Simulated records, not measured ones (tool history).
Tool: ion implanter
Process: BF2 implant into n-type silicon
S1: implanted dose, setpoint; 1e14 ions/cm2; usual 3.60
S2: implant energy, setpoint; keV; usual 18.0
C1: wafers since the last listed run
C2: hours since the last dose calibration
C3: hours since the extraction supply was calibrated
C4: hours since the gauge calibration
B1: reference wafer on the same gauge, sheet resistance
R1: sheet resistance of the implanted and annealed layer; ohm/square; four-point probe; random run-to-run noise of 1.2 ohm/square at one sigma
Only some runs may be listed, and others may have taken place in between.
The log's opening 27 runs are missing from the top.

run    hour    S1    S2    C1      C2      C3      C4      B1      R1
 28  2126.6  3.60  23.0  2217   677.2  1259.5   638.8  416.50  367.36
 29  2228.6  4.60  14.0  2183   779.2  1361.5   740.8  416.77  340.75
 30  2297.9  3.26  15.5  1483   848.5  1430.8   810.1  417.35  418.68
 31  2349.5  3.60  15.5  1104   900.1  1482.4   861.7  417.30  387.82
 32  2390.8  4.31  22.0   884   941.4  1523.7   903.0  417.62  321.17
 33  2468.9  4.45  18.0  1671  1019.5  1601.8   981.1  416.84  324.64
 34  2531.0  4.21  21.5  1329  1081.6  1663.9  1043.2  416.75  327.16
 35  2577.5  2.96  16.5   995  1128.1  1710.4  1089.7  417.13  445.73
 36  2616.2  3.60  20.0   828  1166.8  1749.1  1128.4  416.68  371.43
 37  2686.7  4.37  13.0  1509  1237.3  1819.6  1198.9  416.77  355.08
 38  2729.0  4.28  18.0   905  1279.6  1861.9  1241.2  417.48  332.87

3 ways to go on from here, each from the tool as it stands after run 38. What would each give?
  A  2729.4  3.60  18.0   8  1280.0  1862.3  1241.6   ?   ?
  B  2729.4  4.57  24.0   8  1280.0  1862.3  1241.6   ?   ?
  C  2729.4  3.60  15.0   8  1280.0  1862.3  1241.6   ?   ?

run      B1      R1
  A  417.23  374.07
  B  417.23  296.98
  C  417.23  386.38
What these runs would have given with no unlogged condition in the tool:
run      R1
  A  379.62
  B  301.38
  C  391.79
